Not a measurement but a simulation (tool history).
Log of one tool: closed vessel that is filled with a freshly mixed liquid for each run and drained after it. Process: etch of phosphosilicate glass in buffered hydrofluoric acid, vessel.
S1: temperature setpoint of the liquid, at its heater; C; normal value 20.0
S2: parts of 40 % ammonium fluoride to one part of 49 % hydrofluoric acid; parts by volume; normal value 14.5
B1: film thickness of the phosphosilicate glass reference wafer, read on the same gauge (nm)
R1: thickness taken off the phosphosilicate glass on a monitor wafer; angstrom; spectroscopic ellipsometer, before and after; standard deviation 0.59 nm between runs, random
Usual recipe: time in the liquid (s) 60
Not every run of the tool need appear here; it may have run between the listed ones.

Run 1, hour 0.0: usual settings but S1 18.5 C; B1 100.03. Result: R1 1515.1 angstrom.
Run 2, hour 34.6: usual settings but S1 17.0 C; B1 100.00. Result: R1 1393.3 angstrom.
Run 3, hour 78.6: usual settings but S1 17.0 C; B1 100.02. Result: R1 1394.9 angstrom.
Run 4, hour 114.1: usual settings but S1 17.0 C; B1 100.00. Result: R1 1405.0 angstrom.
Run 5, hour 144.6: usual settings; B1 100.00. Result: R1 1663.4 angstrom.
Run 6, hour 172.2: usual settings but time in the liquid (s) 85; B1 99.99. Result: R1 2335.7 angstrom.
Run 7, hour 215.0: usual settings but time in the liquid (s) 85; B1 100.00. Result: R1 2356.7 angstrom.
Run 8, hour 252.1: usual settings but time in the liquid (s) 85; B1 100.05. Result: R1 2351.4 angstrom.
Run 9, hour 321.7: usual settings; B1 99.99. Result: R1 1671.3 angstrom.
Run 10, hour 386.1: usual settings; B1 100.03. Result: R1 1675.3 angstrom.
Run 11, hour 440.1: usual settings; B1 100.00. Result: R1 1690.6 angstrom.
At hour 473.7: gauge calibrated.
Run 12, hour 475.0: usual settings; B1 100.00. Result: R1 1687.7 angstrom.
Run 13, hour 518.9: usual settings; B1 99.98. Result: R1 1690.7 angstrom.
Run 14, hour 568.9: usual settings but S1 21.5 C; B1 100.01. Result: R1 1852.2 angstrom.
Run 15, hour 634.8: usual settings but time in the liquid (s) 75; B1 100.01. Result: R1 2125.0 angstrom.
At hour 670.7: thermometer replaced.
At hour 695.8: hydrofluoric acid flow meter replaced.
Run 16, hour 783.0: usual settings but S2 12.0 parts by volume; B1 99.97. Result: R1 1880.6 angstrom.
Run 17, hour 843.6: usual settings; B1 99.99. Result: R1 1564.2 angstrom.
Run 18, hour 900.6: usual settings but S1 22.5 C, S2 9.5 parts by volume; B1 99.97. Result: R1 2659.9 angstrom.
Run 19, hour 934.9: usual settings; B1 100.03. Result: R1 1570.8 angstrom.
Run 20, hour 995.7: usual settings but S1 17.5 C, S2 9.0 parts by volume, time in the liquid (s) 30; B1 100.03. Result: R1 1050.7 angstrom.
Run 21, hour 1041.7: usual settings but S1 17.0 C, S2 17.5 parts by volume, time in the liquid (s) 90; B1 100.03. Result: R1 1669.8 angstrom.
Run 22, hour 1077.5: usual settings but S1 18.5 C, S2 20.0 parts by volume, time in the liquid (s) 45; B1 100.01. Result: R1 800.7 angstrom.

Same runs, no hidden state in the tool, same run-to-run variation:
Hidden state at play: liquid hotter than its thermometer reads (K); hydrofluoric acid flow below the setpoint (%); gauge reads high (%).
run      R1
  1  1402.5
  2  1286.6
  3  1285.9
  4  1292.9
  5  1530.7
  6  2147.1
  7  2161.5
  8  2153.1
  9  1526.1
 10  1524.7
 11  1535.2
 12  1530.0
 13  1529.3
 14  1673.4
 15  1912.6
 16  1839.0
 17  1525.2
 18  2587.8
 19  1524.9
 20  1016.7
 21  1612.6
 22   772.2
